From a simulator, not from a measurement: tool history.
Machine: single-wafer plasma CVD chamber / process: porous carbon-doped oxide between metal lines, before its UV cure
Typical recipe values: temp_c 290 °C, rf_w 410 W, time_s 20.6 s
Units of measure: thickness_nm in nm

run   hour  temp_c  rf_w  time_s  wafers since the last listed run  hours since the last thermocouple change  hours since the last RF generator calibration  hours since the showerhead was replaced  hours since the gauge calibration  read-back reference wafer on the same gauge, thickness_nm  thickness_nm
  1    0.0     290   455    20.6                                 0                                    2408.3                                         1579.8                                   4752.6                              375.3                                                    107.106        98.517
       8.9  -- gauge calibrated
  2   13.1     290   455    20.6                               313                                    2421.4                                         1592.9                                   4765.7                                4.2                                                    107.084        98.459
  3   25.7     290   410    20.6                               301                                    2434.0                                         1605.5                                   4778.3                               16.8                                                    107.033        93.943
  4   41.6     290   410    20.6                               380                                    2449.9                                         1621.4                                   4794.2                               32.7                                                    107.100        93.831
  5   58.5     299   445    20.6                               404                                    2466.8                                         1638.3                                   4811.1                               49.6                                                    107.100        92.006
  6   75.0     299   445    20.6                               395                                    2483.3                                         1654.8                                   4827.6                               66.1                                                    107.128        91.612
      98.2  -- thermocouple changed; heater temperature recalibrated
  7   98.7     299   445    20.6                               376                                       0.5                                         1678.5                                   4851.3                               89.8                                                    106.977        91.587
     111.9  -- RF generator calibrated
  8  112.4     290   410    20.6                               136                                      14.2                                            0.5                                   4865.0                              103.5                                                    107.025        93.997
  9  120.8     290   410    20.6                               201                                      22.6                                            8.9                                   4873.4                              111.9                                                    107.116        93.786
 10  132.2     290   410    20.6                               273                                      34.0                                           20.3                                   4884.8                              123.3                                                    107.093        94.095
 11  144.0     290   365    20.6                               282                                      45.8                                           32.1                                   4896.6                              135.1                                                    107.162        89.645
 12  154.8     278   440    18.3                               258                                      56.6                                           42.9                                   4907.4                              145.9                                                    107.223        94.081
     168.6  -- showerhead replaced
 13  169.1     290   410    20.6                               150                                      70.9                                           57.2                                      0.5                              160.2                                                    107.138        93.471
 14  179.0     280   410    17.0                               237                                      80.8                                           67.1                                     10.4                              170.1                                                    107.049        83.647
 15  187.2     290   410    20.6                               196                                      89.0                                           75.3                                     18.6                              178.3                                                    107.084        94.435
 16  200.9     290   410    22.1                               328                                     102.7                                           89.0                                     32.3                              192.0                                                    107.130       100.265
 17  210.6     290   360    20.6                               232                                     112.4                                           98.7                                     42.0                              201.7                                                    107.109        88.753
 18  219.3     290   410    20.6                               208                                     121.1                                          107.4                                     50.7                              210.4                                                    107.158        93.794
 19  233.5     290   485    16.6                               340                                     135.3                                          121.6                                     64.9                              224.6                                                    107.068        82.040
 20  246.9     301   410    20.6                               320                                     148.7                                          135.0                                     78.3                              238.0                                                    107.167        87.454
 21  256.1     285   410    23.6                               220                                     157.9                                          144.2                                     87.5                              247.2                                                    107.135       111.524
 22  263.8     290   410    20.6                               184                                     165.6                                          151.9                                     95.2                              254.9                                                    107.223        93.981
 23  278.4     290   410    20.6                               349                                     180.2                                          166.5                                    109.8                              269.5                                                    107.034        94.326
 24  293.8     290   410    20.6                               368                                     195.6                                          181.9                                    125.2                              284.9                                                    107.058        94.095
     311.5  -- gauge calibrated
 25  311.7     284   410    23.8                               428                                     213.5                                          199.8                                    143.1                                0.2                                                    107.136       112.061
 26  321.3     290   410    20.6                               229                                     223.1                                          209.4                                    152.7                                9.8                                                    107.117        94.026
 27  337.0     281   350    17.4                               376                                     238.8                                          225.1                                    168.4                               25.5                                                    107.086        79.596
 28  343.1     290   410    20.6                               146                                     244.9                                          231.2                                    174.5                               31.6                                                    107.073        93.979
 29  359.1     302   410    23.9                               383                                     260.9                                          247.2                                    190.5                               47.6                                                    107.157       100.277
 30  374.9     304   390    20.6                               378                                     276.7                                          263.0                                    206.3                               63.4                                                    107.087        84.334
 31  390.6     290   480    24.7                               376                                     292.4                                          278.7                                    222.0                               79.1                                                    107.092       120.534
 32  399.9     290   410    20.6                               222                                     301.7                                          288.0                                    231.3                               88.4                                                    107.120        94.222
 33  416.1     290   410    20.6                               388                                     317.9                                          304.2                                    247.5                              104.6                                                    107.096        94.115
 34  426.8     300   410    18.1                               256                                     328.6                                          314.9                                    258.2                              115.3                                                    107.093        77.424

How the hidden state differs across the entries between the runs, from the last listed run before each to the first after it:
Logged between run 1 and run 2: gauge calibrated (hour 8.9)
  both runs share identical hidden conditions
Logged between run 6 and run 7: thermocouple changed; heater temperature recalibrated (hour 98.2)
  both runs share identical hidden conditions
Logged between run 7 and run 8: RF generator calibrated (hour 111.9)
  both runs share identical hidden conditions
Logged between run 12 and run 13: showerhead replaced (hour 168.6)
  both runs share identical hidden conditions
Logged between run 24 and run 25: gauge calibrated (hour 311.5)
  both runs share identical hidden conditions
